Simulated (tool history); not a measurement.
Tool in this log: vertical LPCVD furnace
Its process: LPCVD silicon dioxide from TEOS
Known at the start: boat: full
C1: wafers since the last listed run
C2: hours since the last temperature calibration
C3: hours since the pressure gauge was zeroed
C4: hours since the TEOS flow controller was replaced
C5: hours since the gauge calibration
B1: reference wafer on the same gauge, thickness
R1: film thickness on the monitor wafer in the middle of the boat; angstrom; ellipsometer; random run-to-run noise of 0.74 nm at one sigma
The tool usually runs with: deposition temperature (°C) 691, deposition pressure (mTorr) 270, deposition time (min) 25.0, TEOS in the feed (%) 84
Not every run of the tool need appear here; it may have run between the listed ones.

{"run": 1, "day": 0.0, "deposition temperature (°C)": 691, "deposition pressure (mTorr)": 270, "deposition time (min)": 25.0, "TEOS in the feed (%)": 84, "C1": 0, "C2": 127.9, "C3": 4357.9, "C4": 4444.1, "C5": 2165.3, "B1": 173.93, "R1": 1618.5}
{"run": 2, "day": 2.833, "deposition temperature (°C)": 686, "deposition pressure (mTorr)": 270, "deposition time (min)": 25.0, "TEOS in the feed (%)": 84, "C1": 549, "C2": 195.9, "C3": 4425.9, "C4": 4512.1, "C5": 2233.3, "B1": 173.75, "R1": 1447.1}
{"run": 3, "day": 4.538, "deposition temperature (°C)": 686, "deposition pressure (mTorr)": 270, "deposition time (min)": 25.0, "TEOS in the feed (%)": 84, "C1": 330, "C2": 236.8, "C3": 4466.8, "C4": 4553.0, "C5": 2274.2, "B1": 174.33, "R1": 1426.7}
{"run": 4, "day": 6.254, "deposition temperature (°C)": 691, "deposition pressure (mTorr)": 270, "deposition time (min)": 25.0, "TEOS in the feed (%)": 84, "C1": 332, "C2": 278.0, "C3": 4508.0, "C4": 4594.2, "C5": 2315.4, "B1": 174.02, "R1": 1620.5}
{"run": 5, "day": 8.596, "deposition temperature (°C)": 691, "deposition pressure (mTorr)": 270, "deposition time (min)": 31.0, "TEOS in the feed (%)": 89, "C1": 454, "C2": 334.2, "C3": 4564.2, "C4": 4650.4, "C5": 2371.6, "B1": 173.64, "R1": 2060.2}
{"run": 6, "day": 11.088, "deposition temperature (°C)": 691, "deposition pressure (mTorr)": 270, "deposition time (min)": 25.0, "TEOS in the feed (%)": 84, "C1": 483, "C2": 394.0, "C3": 4624.0, "C4": 4710.2, "C5": 2431.4, "B1": 174.22, "R1": 1622.0}
{"run": 7, "day": 12.992, "deposition temperature (°C)": 681, "deposition pressure (mTorr)": 270, "deposition time (min)": 15.5, "TEOS in the feed (%)": 97, "C1": 369, "C2": 439.7, "C3": 4669.7, "C4": 4755.9, "C5": 2477.1, "B1": 174.09, "R1": 845.3}
{"run": 8, "day": 15.975, "deposition temperature (°C)": 702, "deposition pressure (mTorr)": 270, "deposition time (min)": 33.0, "TEOS in the feed (%)": 89, "C1": 578, "C2": 511.3, "C3": 4741.3, "C4": 4827.5, "C5": 2548.7, "B1": 174.42, "R1": 2850.0}
{"run": 9, "day": 18.204, "deposition temperature (°C)": 691, "deposition pressure (mTorr)": 230, "deposition time (min)": 25.0, "TEOS in the feed (%)": 68, "C1": 432, "C2": 564.8, "C3": 4794.8, "C4": 4881.0, "C5": 2602.2, "B1": 173.9, "R1": 1344.6}
{"run": 10, "day": 20.688, "deposition temperature (°C)": 691, "deposition pressure (mTorr)": 320, "deposition time (min)": 25.0, "TEOS in the feed (%)": 77, "C1": 481, "C2": 624.4, "C3": 4854.4, "C4": 4940.6, "C5": 2661.8, "B1": 173.64, "R1": 1682.8}
{"run": 11, "day": 23.188, "deposition temperature (°C)": 691, "deposition pressure (mTorr)": 210, "deposition time (min)": 15.0, "TEOS in the feed (%)": 68, "C1": 484, "C2": 684.4, "C3": 4914.4, "C4": 5000.6, "C5": 2721.8, "B1": 173.69, "R1": 760.4}
{"run": 12, "day": 25.667, "deposition temperature (°C)": 691, "deposition pressure (mTorr)": 270, "deposition time (min)": 25.0, "TEOS in the feed (%)": 84, "C1": 480, "C2": 743.9, "C3": 4973.9, "C4": 5060.1, "C5": 2781.3, "B1": 174.01, "R1": 1621.2}
{"run": 13, "day": 26.958, "deposition temperature (°C)": 691, "deposition pressure (mTorr)": 270, "deposition time (min)": 18.0, "TEOS in the feed (%)": 84, "C1": 250, "C2": 774.9, "C3": 5004.9, "C4": 5091.1, "C5": 2812.3, "B1": 173.8, "R1": 1175.2}
{"run": 14, "day": 28.692, "deposition temperature (°C)": 695, "deposition pressure (mTorr)": 270, "deposition time (min)": 29.5, "TEOS in the feed (%)": 84, "C1": 336, "C2": 816.5, "C3": 5046.5, "C4": 5132.7, "C5": 2853.9, "B1": 173.51, "R1": 2086.7}
{"day": 30.271, "done": "TEOS flow controller replaced"}
{"day": 31.167, "done": "pressure gauge zeroed"}
{"run": 15, "day": 31.188, "deposition temperature (°C)": 697, "deposition pressure (mTorr)": 335, "deposition time (min)": 31.0, "TEOS in the feed (%)": 84, "C1": 116, "C2": 876.4, "C3": 0.5, "C4": 22.0, "C5": 2913.8, "B1": 174.0, "R1": 2538.2}
{"run": 16, "day": 32.262, "deposition temperature (°C)": 680, "deposition pressure (mTorr)": 270, "deposition time (min)": 25.0, "TEOS in the feed (%)": 97, "C1": 208, "C2": 902.2, "C3": 26.3, "C4": 47.8, "C5": 2939.6, "B1": 174.15, "R1": 1317.5}
{"run": 17, "day": 33.292, "deposition temperature (°C)": 683, "deposition pressure (mTorr)": 270, "deposition time (min)": 25.0, "TEOS in the feed (%)": 96, "C1": 199, "C2": 926.9, "C3": 51.0, "C4": 72.5, "C5": 2964.3, "B1": 173.89, "R1": 1406.8}
{"day": 34.75, "done": "gauge calibrated"}
{"run": 18, "day": 34.983, "deposition temperature (°C)": 691, "deposition pressure (mTorr)": 270, "deposition time (min)": 31.5, "TEOS in the feed (%)": 73, "C1": 328, "C2": 967.5, "C3": 91.6, "C4": 113.1, "C5": 5.6, "B1": 173.96, "R1": 1853.6}
{"run": 19, "day": 36.021, "deposition temperature (°C)": 691, "deposition pressure (mTorr)": 270, "deposition time (min)": 31.5, "TEOS in the feed (%)": 73, "C1": 201, "C2": 992.4, "C3": 116.5, "C4": 138.0, "C5": 30.5, "B1": 174.16, "R1": 1871.7}
{"run": 20, "day": 38.242, "deposition temperature (°C)": 691, "deposition pressure (mTorr)": 300, "deposition time (min)": 35.0, "TEOS in the feed (%)": 69, "C1": 430, "C2": 1045.7, "C3": 169.8, "C4": 191.3, "C5": 83.8, "B1": 173.84, "R1": 2142.0}
{"run": 21, "day": 39.85, "deposition temperature (°C)": 691, "deposition pressure (mTorr)": 325, "deposition time (min)": 25.0, "TEOS in the feed (%)": 84, "C1": 311, "C2": 1084.3, "C3": 208.4, "C4": 229.9, "C5": 122.4, "B1": 173.72, "R1": 1750.6}
{"run": 22, "day": 42.588, "deposition temperature (°C)": 691, "deposition pressure (mTorr)": 290, "deposition time (min)": 17.0, "TEOS in the feed (%)": 93, "C1": 531, "C2": 1150.0, "C3": 274.1, "C4": 295.6, "C5": 188.1, "B1": 174.01, "R1": 1176.7}
{"run": 23, "day": 45.333, "deposition temperature (°C)": 702, "deposition pressure (mTorr)": 270, "deposition time (min)": 25.0, "TEOS in the feed (%)": 69, "C1": 532, "C2": 1215.9, "C3": 340.0, "C4": 361.5, "C5": 254.0, "B1": 173.66, "R1": 1854.0}
{"run": 24, "day": 47.217, "deposition temperature (°C)": 691, "deposition pressure (mTorr)": 270, "deposition time (min)": 25.0, "TEOS in the feed (%)": 84, "C1": 365, "C2": 1261.1, "C3": 385.2, "C4": 406.7, "C5": 299.2, "B1": 173.82, "R1": 1588.4}
{"run": 25, "day": 48.562, "deposition temperature (°C)": 691, "deposition pressure (mTorr)": 270, "deposition time (min)": 25.0, "TEOS in the feed (%)": 84, "C1": 261, "C2": 1293.4, "C3": 417.5, "C4": 439.0, "C5": 331.5, "B1": 173.94, "R1": 1601.7}
{"day": 52.671, "done": "pressure gauge zeroed, repeated, since the last time left the tool worse"}
{"run": 26, "day": 56.25, "deposition temperature (°C)": 691, "deposition pressure (mTorr)": 315, "deposition time (min)": 25.0, "TEOS in the feed (%)": 79, "C1": 1297, "C2": 1477.9, "C3": 85.9, "C4": 623.5, "C5": 516.0, "B1": 174.25, "R1": 1706.3}
{"run": 27, "day": 57.854, "deposition temperature (°C)": 691, "deposition pressure (mTorr)": 270, "deposition time (min)": 31.5, "TEOS in the feed (%)": 73, "C1": 311, "C2": 1516.4, "C3": 124.4, "C4": 662.0, "C5": 554.5, "B1": 174.26, "R1": 1939.7}
{"run": 28, "day": 65.858, "deposition temperature (°C)": 691, "deposition pressure (mTorr)": 335, "deposition time (min)": 25.0, "TEOS in the feed (%)": 93, "C1": 1552, "C2": 1708.5, "C3": 316.5, "C4": 854.1, "C5": 746.6, "B1": 173.52, "R1": 1922.8}
{"run": 29, "day": 67.871, "deposition temperature (°C)": 691, "deposition pressure (mTorr)": 270, "deposition time (min)": 25.0, "TEOS in the feed (%)": 84, "C1": 390, "C2": 1756.8, "C3": 364.8, "C4": 902.4, "C5": 794.9, "B1": 174.09, "R1": 1632.8}
{"run": 30, "day": 70.754, "deposition temperature (°C)": 680, "deposition pressure (mTorr)": 270, "deposition time (min)": 25.0, "TEOS in the feed (%)": 97, "C1": 559, "C2": 1826.0, "C3": 434.0, "C4": 971.6, "C5": 864.1, "B1": 173.89, "R1": 1353.7}

Selected run-to-run steps in R1, each split into two signed amounts: the part the tool would show with no hidden state at all (from settings, incoming material and random variation), and the remainder, which goes to the hidden state together with any gauge scatter not common to the measured and the hidden-state-free results:
What the log doesn't record here: true tube temperature minus thermocouple reading, K; true pressure minus gauge reading, mTorr; deviation of the TEOS flow from its setpoint, %; gauge reads high (%).
Run 7 -> 8: deposition temperature (°C) 681 -> 702, deposition time (min) 15.5 -> 33.0, TEOS in the feed (%) 97 -> 89. R1 +2004.7 angstrom: hidden state -32.0, all else +2036.7.
Run 8 -> 9: deposition temperature (°C) 702 -> 691, deposition pressure (mTorr) 270 -> 230, deposition time (min) 33.0 -> 25.0, TEOS in the feed (%) 89 -> 68. R1 -1505.4 angstrom: hidden state +20.1, all else -1525.5.
Run 14 -> 15: deposition temperature (°C) 695 -> 697, deposition pressure (mTorr) 270 -> 335, deposition time (min) 29.5 -> 31.0, TEOS flow controller replaced, pressure gauge zeroed. R1 +451.5 angstrom: hidden state -27.0, all else +478.5.
Run 15 -> 16: deposition temperature (°C) 697 -> 680, deposition pressure (mTorr) 335 -> 270, deposition time (min) 31.0 -> 25.0, TEOS in the feed (%) 84 -> 97. R1 -1220.7 angstrom: hidden state +20.9, all else -1241.6.
Run 25 -> 26: deposition pressure (mTorr) 270 -> 315, TEOS in the feed (%) 84 -> 79, pressure gauge zeroed, repeated, since the last time left the tool worse. R1 +104.6 angstrom: hidden state +52.9, all else +51.7.
